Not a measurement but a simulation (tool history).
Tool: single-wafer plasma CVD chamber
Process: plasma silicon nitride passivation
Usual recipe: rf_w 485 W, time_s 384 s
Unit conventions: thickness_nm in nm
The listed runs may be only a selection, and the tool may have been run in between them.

run	hour	rf_w	time_s	wafers since the last listed run	hours since the last RF generator calibration	hours since the showerhead was replaced	hours since the gauge calibration	read-back reference wafer on the same gauge, thickness_nm	thickness_nm
1	0	485	384	0	230	7355.2	51.7	667.049	599.741
2	49.8	485	384	279	279.8	7405	101.5	663.329	590.142
3	100.3	485	384	283	330.3	7455.5	152	666.263	592.278
4	204.4	485	384	585	434.4	7559.6	256.1	665.721	597.283
5	310.8	485	340	598	540.8	7666	362.5	666.845	525.408
6	363.7	485	340	297	593.7	7718.9	415.4	666.243	528.029
7	444.8	485	430	455	674.8	7800	496.5	668.431	664.716
8	506.8	485	384	348	736.8	7862	558.5	665.821	595.968
9	570.4	485	384	357	800.4	7925.6	622.1	669.496	595.123
10	625.4	485	384	309	855.4	7980.6	677.1	667.622	595.992
11	712.4	485	384	489	942.4	8067.6	764.1	668.784	599.759
12	798.9	485	384	486	1028.9	8154.1	850.6	669.391	601.829
13	851.7	530	384	296	1081.7	8206.9	903.4	670.973	615.282
# hour 919.4: showerhead replaced
14	923.5	530	384	358	1153.5	4.1	975.2	670.742	608.842
15	996.7	530	384	411	1226.7	77.3	1048.4	671.566	615.294
16	1104.4	485	384	605	1334.4	185	1156.1	670.63	605.219
# hour 1132: RF generator calibrated
17	1159.9	485	384	267	27.9	240.5	1211.6	672.435	604.501
18	1198.5	540	384	217	66.5	279.1	1250.2	671.321	624.186
19	1278.6	440	384	450	146.6	359.2	1330.3	673.29	582.853
20	1323.7	485	333	253	191.7	404.3	1375.4	674.139	524.671
21	1400.7	410	411	432	268.7	481.3	1452.4	673.46	611.769
22	1500.8	485	384	562	368.8	581.4	1552.5	674.55	600.873
23	1603.6	565	423	577	471.6	684.2	1655.3	674.146	697.03
24	1699.1	415	407	536	567.1	779.7	1750.8	676.853	614.451
25	1763.7	400	417	363	631.7	844.3	1815.4	673.608	621.306
26	1806	435	431	237	674	886.6	1857.7	674.854	652.891
27	1882.9	435	384	432	750.9	963.5	1934.6	675.8	584.503
28	1920.4	440	384	210	788.4	1001	1972.1	677.657	590.612
29	1993.9	580	322	413	861.9	1074.5	2045.6	678.05	530.44
30	2297.3	485	319	1705	1165.3	1377.9	2349	679.576	505.831
31	2373.5	410	460	428	1241.5	1454.1	2425.2	679.475	695.168
# hour 2406.6: gauge calibrated
32	2428.3	575	384	308	1296.3	1508.9	21.7	665.404	622.876
# hour 2444.1: RF generator calibrated
33	2531.7	525	407	536	87.6	1612.3	125.1	665.71	647.493
34	2577	485	384	254	132.9	1657.6	170.4	665.853	601.108
35	2618.1	485	384	231	174	1698.7	211.5	666.368	596.973
36	2700.7	420	445	464	256.6	1781.3	294.1	665.918	669.345
37	2755.4	565	384	307	311.3	1836	348.8	666.134	622.872
38	2852.6	485	384	546	408.5	1933.2	446	666.82	597.376
39	2896.5	485	384	246	452.4	1977.1	489.9	666.956	598.116
40	2968.8	560	459	406	524.7	2049.4	562.2	669.377	745.645
41	3058.1	530	458	502	614	2138.7	651.5	669.089	732.717
42	3140.6	485	384	463	696.5	2221.2	734	666.694	595.814
43	3208.7	445	308	382	764.6	2289.3	802.1	668.73	473.244
44	3289.6	390	458	454	845.5	2370.2	883	669.434	671.978

Measured result minus the same run's result without the hidden state. Both carry the same run-to-run variation, though not necessarily the same gauge scatter:
Hidden conditions of the tool in this case: delivered RF power above the setpoint (%); gauge reads high (%).
run	thickness_nm
1	+0.809
2	+1.065
3	+1.342
4	+1.92
5	+2.198
6	+2.462
7	+3.589
8	+3.553
9	+3.89
10	+4.192
11	+4.69
12	+5.176
13	+5.585
14	+5.919
15	+6.386
16	+6.867
17	+7.159
18	+7.608
19	+7.521
20	+6.981
21	+8.561
22	+8.943
23	+11.012
24	+10.227
25	+10.698
26	+11.486
27	+10.68
28	+10.988
29	+10.211
30	+11.087
31	+15.702
32	+0.129
33	+0.748
34	+0.943
35	+1.161
36	+1.806
37	+1.991
38	+2.438
39	+2.679
40	+3.829
41	+4.356
42	+3.987
43	+3.458
44	+5.401
